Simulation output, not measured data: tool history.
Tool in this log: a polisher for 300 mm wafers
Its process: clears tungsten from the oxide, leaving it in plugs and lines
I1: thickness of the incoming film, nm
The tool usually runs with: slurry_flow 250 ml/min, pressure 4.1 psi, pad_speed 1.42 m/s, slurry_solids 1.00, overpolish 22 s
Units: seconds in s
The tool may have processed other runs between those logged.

run 1 hour=0.0 | slurry_flow=205 pressure=4.1 pad_speed=1.42 slurry_solids=1.00 overpolish=22 | I1=296.9 | seconds=35.1
-- hour=31.8 slurry nozzle cleaned
run 2 hour=33.8 | slurry_flow=205 pressure=4.1 pad_speed=1.42 slurry_solids=1.00 overpolish=22 | I1=300.1 | seconds=33.8
run 3 hour=55.0 | slurry_flow=250 pressure=4.1 pad_speed=1.72 slurry_solids=0.80 overpolish=22 | I1=301.7 | seconds=31.5
run 4 hour=79.7 | slurry_flow=250 pressure=4.7 pad_speed=1.42 slurry_solids=1.00 overpolish=11 | I1=297.4 | seconds=28.5
run 5 hour=104.5 | slurry_flow=250 pressure=4.1 pad_speed=1.42 slurry_solids=0.85 overpolish=14 | I1=296.0 | seconds=35.5
-- hour=124.1 slurry tank refilled with fresh slurry and peroxide
-- hour=140.0 slurry blender recalibrated
run 6 hour=140.5 | slurry_flow=335 pressure=4.1 pad_speed=1.42 slurry_solids=1.00 overpolish=22 | I1=299.3 | seconds=32.5
run 7 hour=170.7 | slurry_flow=250 pressure=3.3 pad_speed=1.42 slurry_solids=1.00 overpolish=22 | I1=296.0 | seconds=40.8
run 8 hour=204.7 | slurry_flow=320 pressure=4.1 pad_speed=1.42 slurry_solids=1.00 overpolish=22 | I1=302.6 | seconds=33.8
-- hour=227.4 worn pad replaced by a new one
-- hour=263.9 slurry nozzle cleaned
run 9 hour=297.8 | slurry_flow=250 pressure=2.8 pad_speed=1.12 slurry_solids=0.75 overpolish=11 | I1=297.8 | seconds=62.6
run 10 hour=317.4 | slurry_flow=250 pressure=4.1 pad_speed=1.42 slurry_solids=0.80 overpolish=11 | I1=298.4 | seconds=35.6
run 11 hour=333.7 | slurry_flow=250 pressure=4.1 pad_speed=1.42 slurry_solids=1.00 overpolish=22 | I1=304.7 | seconds=34.3
-- hour=334.8 slurry tank refilled with fresh slurry and peroxide
-- hour=354.4 head pressure recalibrated
run 12 hour=354.7 | slurry_flow=250 pressure=4.1 pad_speed=1.42 slurry_solids=1.00 overpolish=22 | I1=297.9 | seconds=33.4
run 13 hour=373.4 | slurry_flow=250 pressure=4.1 pad_speed=1.42 slurry_solids=1.00 overpolish=22 | I1=304.1 | seconds=34.5
-- hour=394.1 slurry blender recalibrated
run 14 hour=409.4 | slurry_flow=190 pressure=3.5 pad_speed=1.92 slurry_solids=0.90 overpolish=22 | I1=299.3 | seconds=32.7
-- hour=434.7 worn pad replaced by a new one
run 15 hour=436.7 | slurry_flow=250 pressure=4.1 pad_speed=1.14 slurry_solids=1.15 overpolish=22 | I1=300.2 | seconds=37.9
run 16 hour=450.7 | slurry_flow=250 pressure=4.1 pad_speed=1.76 slurry_solids=1.00 overpolish=22 | I1=299.8 | seconds=28.1
-- hour=483.5 slurry nozzle cleaned
run 17 hour=491.7 | slurry_flow=250 pressure=4.1 pad_speed=1.42 slurry_solids=1.00 overpolish=22 | I1=293.4 | seconds=34.2
run 18 hour=512.2 | slurry_flow=250 pressure=4.1 pad_speed=1.42 slurry_solids=1.00 overpolish=22 | I1=302.2 | seconds=34.7
run 19 hour=525.2 | slurry_flow=325 pressure=4.8 pad_speed=1.42 slurry_solids=1.00 overpolish=22 | I1=300.4 | seconds=27.9
run 20 hour=551.4 | slurry_flow=250 pressure=4.1 pad_speed=1.42 slurry_solids=1.00 overpolish=22 | I1=300.1 | seconds=34.2
run 21 hour=567.3 | slurry_flow=315 pressure=4.1 pad_speed=1.42 slurry_solids=1.00 overpolish=11 | I1=294.2 | seconds=33.5
-- hour=587.5 slurry tank refilled with fresh slurry and peroxide
run 22 hour=590.5 | slurry_flow=315 pressure=4.1 pad_speed=1.42 slurry_solids=0.85 overpolish=22 | I1=300.5 | seconds=34.5
-- hour=617.3 slurry blender recalibrated
run 23 hour=617.8 | slurry_flow=250 pressure=4.1 pad_speed=1.84 slurry_solids=1.00 overpolish=27 | I1=301.4 | seconds=27.6
run 24 hour=639.8 | slurry_flow=250 pressure=4.5 pad_speed=1.42 slurry_solids=1.20 overpolish=28 | I1=305.2 | seconds=29.9
-- hour=656.3 worn pad replaced by a new one
run 25 hour=659.8 | slurry_flow=190 pressure=4.1 pad_speed=1.62 slurry_solids=0.85 overpolish=22 | I1=298.5 | seconds=32.5

Predict each of these 5 candidate next runs independently; none follows another, all start after run 25:
run A hour=660.2 | slurry_flow=250 pressure=4.1 pad_speed=1.42 slurry_solids=1.00 overpolish=22 | I1=303.0 | seconds=?
run B hour=660.2 | slurry_flow=180 pressure=4.1 pad_speed=1.42 slurry_solids=0.90 overpolish=22 | I1=303.0 | seconds=?
run C hour=660.2 | slurry_flow=250 pressure=4.1 pad_speed=1.74 slurry_solids=1.00 overpolish=22 | I1=303.0 | seconds=?
run D hour=660.2 | slurry_flow=250 pressure=5.2 pad_speed=0.98 slurry_solids=1.20 overpolish=22 | I1=303.0 | seconds=?
run E hour=660.2 | slurry_flow=250 pressure=3.3 pad_speed=1.62 slurry_solids=1.30 overpolish=22 | I1=303.0 | seconds=?

run=A seconds=34.2
run=B seconds=36.5
run=C seconds=29.4
run=D seconds=33.2
run=E seconds=35.9
With no hidden state in the tool, these same runs would have given:
run=A seconds=34.2
run=B seconds=36.5
run=C seconds=29.4
run=D seconds=33.2
run=E seconds=35.9
